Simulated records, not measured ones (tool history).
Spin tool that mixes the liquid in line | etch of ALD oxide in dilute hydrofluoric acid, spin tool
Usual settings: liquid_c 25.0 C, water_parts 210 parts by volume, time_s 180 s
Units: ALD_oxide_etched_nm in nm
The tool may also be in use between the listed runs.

run,hour,liquid_c,water_parts,time_s,wafers since the last listed run,hours since the thermometer was replaced,hours since the hydrofluoric acid flow meter was replaced,hours since the gauge calibration,"read-back film thickness of the ALD oxide reference wafer, read on the same gauge (nm)",ALD_oxide_etched_nm
1,0.0,25.0,210,180,0,1511.2,1043.1,240.4,49.99,7.48
2,70.6,25.0,210,180,611,1581.8,1113.7,311.0,50.01,7.38
3,127.8,25.0,210,180,495,1639.0,1170.9,368.2,49.99,7.37
4,165.4,25.0,210,180,325,1676.6,1208.5,405.8,49.99,7.31
5,200.4,25.0,210,180,303,1711.6,1243.5,440.8,50.01,7.32
6,403.4,25.0,210,180,1758,1914.6,1446.5,643.8,49.99,7.14
7,457.1,26.0,210,150,465,1968.3,1500.2,697.5,49.99,6.18
8,509.9,26.0,210,150,457,2021.1,1553.0,750.3,50.03,6.14
9,567.4,26.0,210,150,498,2078.6,1610.5,807.8,49.99,6.11
10,636.4,22.5,210,180,597,2147.6,1679.5,876.8,50.02,6.39
# hour 646.1: thermometer replaced
11,698.7,25.0,210,180,531,52.6,1741.8,939.1,50.02,7.68
12,730.1,25.0,210,180,272,84.0,1773.2,970.5,50.01,7.61
13,801.2,25.0,210,180,616,155.1,1844.3,1041.6,50.01,7.67
14,845.3,25.0,210,120,382,199.2,1888.4,1085.7,50.01,5.04
15,890.8,25.0,210,180,394,244.7,1933.9,1131.2,50.00,7.54
# hour 912.2: gauge calibrated
16,936.1,25.0,210,180,392,290.0,1979.2,23.9,49.99,7.51
17,972.8,26.0,210,150,317,326.7,2015.9,60.6,49.99,6.45
18,996.9,25.0,210,275,208,350.8,2040.0,84.7,50.00,11.35
19,1024.4,20.5,155,180,238,378.3,2067.5,112.2,49.99,8.99
# hour 1035.8: hydrofluoric acid flow meter replaced
20,1077.9,25.0,210,180,454,431.8,42.1,165.7,49.98,8.08
21,1121.7,25.0,210,245,379,475.6,85.9,209.5,49.99,10.94
22,1179.6,20.0,210,140,501,533.5,143.8,267.4,50.00,5.17
23,1248.2,29.5,210,95,594,602.1,212.4,336.0,50.01,4.97
24,1297.0,25.0,140,265,422,650.9,261.2,384.8,49.97,18.98

Forecast each of these 3 alternatives for the next run:
A,1297.5,27.5,210,180,4,651.4,261.7,385.3,?,?
B,1297.5,30.0,275,180,4,651.4,261.7,385.3,?,?
C,1297.5,25.0,160,150,4,651.4,261.7,385.3,?,?

run,"read-back film thickness of the ALD oxide reference wafer, read on the same gauge (nm)",ALD_oxide_etched_nm
A,50.00,8.74
B,50.00,6.76
C,50.00,9.23
Without the tool's hidden state the same runs would have given:
run,ALD_oxide_etched_nm
A,9.22
B,7.12
C,9.75
